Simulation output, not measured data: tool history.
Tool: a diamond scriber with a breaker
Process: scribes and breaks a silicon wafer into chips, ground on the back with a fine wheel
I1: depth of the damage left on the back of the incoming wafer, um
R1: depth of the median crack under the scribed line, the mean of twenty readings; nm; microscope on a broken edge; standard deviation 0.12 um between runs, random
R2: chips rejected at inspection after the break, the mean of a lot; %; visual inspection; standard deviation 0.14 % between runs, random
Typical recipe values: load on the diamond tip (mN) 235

run 1 hour=0.0 | load_on_the_diamond_tip_(mN)=275 | I1=2.73 | R1=10620 R2=4.38
run 2 hour=68.3 | load_on_the_diamond_tip_(mN)=275 | I1=1.94 | R1=10550 R2=3.43
run 3 hour=104.8 | load_on_the_diamond_tip_(mN)=275 | I1=2.67 | R1=10820 R2=4.52
run 4 hour=187.7 | load_on_the_diamond_tip_(mN)=235 | I1=2.40 | R1=9550 R2=2.33
run 5 hour=271.3 | load_on_the_diamond_tip_(mN)=235 | I1=1.58 | R1=9500 R2=1.47
run 6 hour=332.2 | load_on_the_diamond_tip_(mN)=235 | I1=1.92 | R1=9620 R2=1.75
-- hour=436.4 diamond tip replaced by a new one
run 7 hour=438.7 | load_on_the_diamond_tip_(mN)=235 | I1=1.89 | R1=9940 R2=2.11
run 8 hour=530.3 | load_on_the_diamond_tip_(mN)=235 | I1=2.03 | R1=9780 R2=2.39
run 9 hour=573.9 | load_on_the_diamond_tip_(mN)=235 | I1=1.51 | R1=10130 R2=2.07
run 10 hour=659.8 | load_on_the_diamond_tip_(mN)=235 | I1=2.51 | R1=10090 R2=2.86
run 11 hour=738.6 | load_on_the_diamond_tip_(mN)=219 | I1=1.81 | R1=9630 R2=1.80
-- hour=749.4 load on the tip recalibrated
run 12 hour=839.1 | load_on_the_diamond_tip_(mN)=235 | I1=2.60 | R1=9330 R2=2.84
run 13 hour=924.1 | load_on_the_diamond_tip_(mN)=235 | I1=2.53 | R1=9540 R2=2.53
run 14 hour=976.0 | load_on_the_diamond_tip_(mN)=235 | I1=2.74 | R1=9510 R2=3.08
run 15 hour=1048.5 | load_on_the_diamond_tip_(mN)=235 | I1=1.94 | R1=9700 R2=1.85
-- hour=1057.5 diamond tip replaced by a new one
run 16 hour=1097.6 | load_on_the_diamond_tip_(mN)=199 | I1=2.07 | R1=8520 R2=3.60
run 17 hour=1169.3 | load_on_the_diamond_tip_(mN)=199 | I1=1.59 | R1=8590 R2=2.94
run 18 hour=1225.3 | load_on_the_diamond_tip_(mN)=235 | I1=2.76 | R1=10090 R2=3.45
-- hour=1329.4 load on the tip recalibrated
run 19 hour=1381.0 | load_on_the_diamond_tip_(mN)=235 | I1=2.56 | R1=9360 R2=2.50
run 20 hour=1462.1 | load_on_the_diamond_tip_(mN)=289 | I1=1.96 | R1=11350 R2=5.96
-- hour=1624.8 diamond tip replaced by a new one
run 21 hour=1643.0 | load_on_the_diamond_tip_(mN)=235 | I1=2.79 | R1=9650 R2=3.42
run 22 hour=1749.4 | load_on_the_diamond_tip_(mN)=279 | I1=2.79 | R1=11520 R2=7.25
run 23 hour=1820.2 | load_on_the_diamond_tip_(mN)=192 | I1=2.55 | R1=8370 R2=5.16
-- hour=1897.3 load on the tip recalibrated
run 24 hour=1919.9 | load_on_the_diamond_tip_(mN)=274 | I1=2.88 | R1=10840 R2=5.45
run 25 hour=1984.5 | load_on_the_diamond_tip_(mN)=177 | I1=2.61 | R1=7430 R2=11.72
run 26 hour=2087.2 | load_on_the_diamond_tip_(mN)=235 | I1=1.70 | R1=9760 R2=1.75
run 27 hour=2175.2 | load_on_the_diamond_tip_(mN)=235 | I1=2.43 | R1=9870 R2=2.45
-- hour=2225.0 diamond tip replaced by a new one
run 28 hour=2261.2 | load_on_the_diamond_tip_(mN)=259 | I1=1.75 | R1=10880 R2=4.13
run 29 hour=2313.1 | load_on_the_diamond_tip_(mN)=174 | I1=1.55 | R1=7880 R2=6.74
run 30 hour=2366.5 | load_on_the_diamond_tip_(mN)=235 | I1=2.66 | R1=10420 R2=3.22
run 31 hour=2412.5 | load_on_the_diamond_tip_(mN)=264 | I1=1.74 | R1=11180 R2=5.58
run 32 hour=2519.0 | load_on_the_diamond_tip_(mN)=187 | I1=1.88 | R1=8380 R2=3.75
-- hour=2526.4 load on the tip recalibrated
run 33 hour=2624.4 | load_on_the_diamond_tip_(mN)=235 | I1=2.44 | R1=9770 R2=2.72
run 34 hour=2717.8 | load_on_the_diamond_tip_(mN)=175 | I1=2.28 | R1=7390 R2=11.02
run 35 hour=2783.5 | load_on_the_diamond_tip_(mN)=210 | I1=2.03 | R1=8760 R2=2.55

Give the tool's hidden conditions for every run:
share of the diamond tip's cutting effectiveness lost through wear, %: 0 at every run
H1: deviation of the load on the tip from its setpoint, %
run=1 H1=-1.24
run=2 H1=-0.102
run=3 H1=0.506
run=4 H1=1.89
run=5 H1=3.28
run=6 H1=4.29
run=7 H1=6.07
run=8 H1=7.59
run=9 H1=8.32
run=10 H1=9.75
run=11 H1=11.1
run=12 H1=0.841
run=13 H1=2.26
run=14 H1=3.12
run=15 H1=4.33
run=16 H1=5.15
run=17 H1=6.34
run=18 H1=7.27
run=19 H1=-0.461
run=20 H1=0.89
run=21 H1=3.9
run=22 H1=5.67
run=23 H1=6.85
run=24 H1=1.22
run=25 H1=2.3
run=26 H1=4.01
run=27 H1=5.47
run=28 H1=6.9
run=29 H1=7.77
run=30 H1=8.66
run=31 H1=9.42
run=32 H1=11.2
run=33 H1=1.43
run=34 H1=2.98
run=35 H1=4.08

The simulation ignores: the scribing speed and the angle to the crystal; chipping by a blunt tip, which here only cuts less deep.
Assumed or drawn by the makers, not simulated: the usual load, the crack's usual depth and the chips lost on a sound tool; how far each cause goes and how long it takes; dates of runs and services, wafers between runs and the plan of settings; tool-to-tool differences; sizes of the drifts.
